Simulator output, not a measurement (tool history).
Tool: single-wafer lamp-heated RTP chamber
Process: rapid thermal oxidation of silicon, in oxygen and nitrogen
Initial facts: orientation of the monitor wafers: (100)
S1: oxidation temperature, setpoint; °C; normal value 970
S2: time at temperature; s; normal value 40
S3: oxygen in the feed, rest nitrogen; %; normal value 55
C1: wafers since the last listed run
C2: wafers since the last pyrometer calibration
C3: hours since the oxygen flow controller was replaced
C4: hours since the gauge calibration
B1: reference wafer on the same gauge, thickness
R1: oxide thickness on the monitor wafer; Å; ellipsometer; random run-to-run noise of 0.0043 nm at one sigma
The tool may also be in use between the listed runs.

run	hour	S1	S2	S3	C1	C2	C3	C4	B1	R1
1	0.0	970	40	55	0	3497	6792.3	333.9	3.430	28.84
2	26.8	970	40	55	474	3971	6819.1	360.7	3.431	28.93
3	50.7	970	40	55	422	4394	6843.0	384.6	3.430	28.96
4	84.8	970	40	36	603	4997	6877.1	418.7	3.431	26.05
5	120.2	970	32	55	626	5623	6912.5	454.1	3.430	26.82
6	138.1	970	32	55	316	5940	6930.4	472.0	3.430	26.81
7	158.1	970	40	55	353	6294	6950.4	492.0	3.430	29.10
# hour 166.6: gauge calibrated
8	190.4	970	40	55	571	6865	6982.7	23.8	3.432	28.99
9	226.1	970	40	55	631	7497	7018.4	59.5	3.430	29.13
10	247.8	970	40	55	383	7881	7040.1	81.2	3.431	29.12
11	274.0	982	32	77	463	8345	7066.3	107.4	3.430	31.85
# hour 295.1: oxygen flow controller replaced
# hour 315.9: pyrometer window cleaned and pyrometer calibrated
12	361.7	985	40	43	1268	810	66.6	195.1	3.431	29.43
13	373.8	970	40	67	214	1024	78.7	207.2	3.430	30.38
14	406.1	970	48	55	571	1595	111.0	239.5	3.427	30.80
15	422.5	984	31	55	290	1885	127.4	255.9	3.431	28.58
16	450.5	985	40	43	495	2381	155.4	283.9	3.428	29.44
17	477.0	994	49	55	468	2850	181.9	310.4	3.429	36.38
18	502.7	961	33	80	454	3304	207.6	336.1	3.430	28.25
19	519.6	970	40	70	299	3603	224.5	353.0	3.431	30.73
20	537.3	994	49	55	313	3917	242.2	370.7	3.430	36.33

5 options for the next run, each taken on its own from the tool as it stands now. Forecast them:
A	537.7	970	40	28	7	3924	242.6	371.1	?	?
B	537.7	970	24	31	7	3924	242.6	371.1	?	?
C	537.7	990	48	43	7	3924	242.6	371.1	?	?
D	537.7	984	46	27	7	3924	242.6	371.1	?	?
E	537.7	970	24	40	7	3924	242.6	371.1	?	?

run	B1	R1
A	3.431	24.69
B	3.431	22.02
C	3.431	32.58
D	3.431	27.35
E	3.431	22.99
Stripped of hidden state, with their random variation kept, the same runs would have yielded:
run	R1
A	24.60
B	21.96
C	32.42
D	27.24
E	22.92
